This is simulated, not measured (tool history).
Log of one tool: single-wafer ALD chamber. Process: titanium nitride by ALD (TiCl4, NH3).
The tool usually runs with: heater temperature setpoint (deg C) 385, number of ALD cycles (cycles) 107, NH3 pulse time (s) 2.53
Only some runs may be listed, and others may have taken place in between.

run     day  heater temperature setpoint (deg C)  number of ALD cycles (cycles)  NH3 pulse time (s)  wafers since the last listed run  hours since the last thermocouple change  hours since the showerhead was replaced  hours since the gauge calibration  read-back reference wafer on the same gauge, thickness_nm  mean film thickness on the monitor wafer (nm)
  1   0.000                                  385                            107                2.53                                 0                                    1697.8                                   4120.5                              501.0                                                      2.418                                          2.526
  2   0.950                                  385                            107                2.53                                70                                    1720.6                                   4143.3                              523.8                                                      2.415                                          2.528
  3   1.917                                  385                            107                2.53                                71                                    1743.8                                   4166.5                              547.0                                                      2.413                                          2.520
  4   3.075                                  385                            107                2.53                                85                                    1771.6                                   4194.3                              574.8                                                      2.411                                          2.508
  5   4.175                                  385                            107                2.53                                81                                    1798.0                                   4220.7                              601.2                                                      2.410                                          2.513
  6   5.158                                  385                            107                2.53                                72                                    1821.6                                   4244.3                              624.8                                                      2.410                                          2.512
  7   5.821                                  379                            107                2.53                                49                                    1837.5                                   4260.2                              640.7                                                      2.406                                          2.509
  8   7.179                                  379                            107                2.53                               100                                    1870.1                                   4292.8                              673.3                                                      2.405                                          2.499
  9   8.317                                  385                            107                2.53                                84                                    1897.4                                   4320.1                              700.6                                                      2.402                                          2.517
 10   9.546                                  385                            107                2.53                                91                                    1926.9                                   4349.6                              730.1                                                      2.400                                          2.515
     10.429  -- thermocouple changed; heater temperature recalibrated
 11  10.800                                  385                            107                2.53                                68                                       8.9                                   4379.7                              760.2                                                      2.395                                          2.511
 12  12.121                                  385                            107                2.53                                97                                      40.6                                   4411.4                              791.9                                                      2.394                                          2.495
 13  13.100                                  385                            107                2.53                                72                                      64.1                                   4434.9                              815.4                                                      2.390                                          2.492
     13.667  -- gauge calibrated
 14  13.683                                  385                            107                2.53                                43                                      78.1                                   4448.9                                0.4                                                      2.426                                          2.549
     14.688  -- showerhead replaced
 15  15.179                                  385                            107                2.53                                86                                     114.0                                     11.8                               36.3                                                      2.426                                          2.531
 16  15.804                                  400                            107                3.34                                46                                     129.0                                     26.8                               51.3                                                      2.427                                          2.587
 17  17.125                                  385                             91                2.53                                97                                     160.7                                     58.5                               83.0                                                      2.425                                          2.166
 18  18.092                                  392                             93                1.86                                71                                     183.9                                     81.7                              106.2                                                      2.426                                          2.200
 19  19.579                                  385                            107                2.53                               110                                     219.6                                    117.4                              141.9                                                      2.426                                          2.529
 20  21.062                                  396                             90                2.78                               109                                     255.2                                    153.0                              177.5                                                      2.424                                          2.149
 21  21.804                                  399                             98                2.82                                54                                     273.0                                    170.8                              195.3                                                      2.424                                          2.353
 22  22.729                                  378                            107                3.11                                68                                     295.2                                    193.0                              217.5                                                      2.424                                          2.523
 23  23.788                                  385                             96                2.98                                78                                     320.6                                    218.4                              242.9                                                      2.421                                          2.289
 24  25.017                                  396                            118                3.40                                91                                     350.1                                    247.9                              272.4                                                      2.421                                          2.836
 25  25.788                                  385                            107                2.53                                57                                     368.6                                    266.4                              290.9                                                      2.421                                          2.526
 26  26.800                                  399                            107                2.53                                74                                     392.9                                    290.7                              315.2                                                      2.421                                          2.559
 27  27.558                                  397                            123                2.53                                56                                     411.1                                    308.9                              333.4                                                      2.420                                          2.928
 28  28.500                                  375                            121                2.11                                69                                     433.7                                    331.5                              356.0                                                      2.419                                          2.814
 29  29.538                                  385                            107                2.53                                76                                     458.6                                    356.4                              380.9                                                      2.416                                          2.527
 30  30.488                                  385                            121                2.14                                70                                     481.4                                    379.2                              403.7                                                      2.416                                          2.835
 31  31.779                                  398                            107                3.51                                95                                     512.4                                    410.2                              434.7                                                      2.414                                          2.560

The tool's hidden state at each run:
wafer temperature above the value expected at the setpoint (K): 0 on each run
H1: gauge reads high (%)
run      H1
  1  -0.504
  2  -0.569
  3  -0.637
  4  -0.723
  5  -0.809
  6  -0.888
  7  -0.944
  8   -1.06
  9   -1.17
 10   -1.28
 11   -1.41
 12   -1.54
 13   -1.65
 14  -0.159
 15  -0.162
 16  -0.166
 17  -0.178
 18   -0.19
 19  -0.214
 20  -0.246
 21  -0.264
 22  -0.289
 23  -0.321
 24  -0.363
 25  -0.392
 26  -0.433
 27  -0.465
 28  -0.508
 29  -0.559
 30  -0.608
 31   -0.68

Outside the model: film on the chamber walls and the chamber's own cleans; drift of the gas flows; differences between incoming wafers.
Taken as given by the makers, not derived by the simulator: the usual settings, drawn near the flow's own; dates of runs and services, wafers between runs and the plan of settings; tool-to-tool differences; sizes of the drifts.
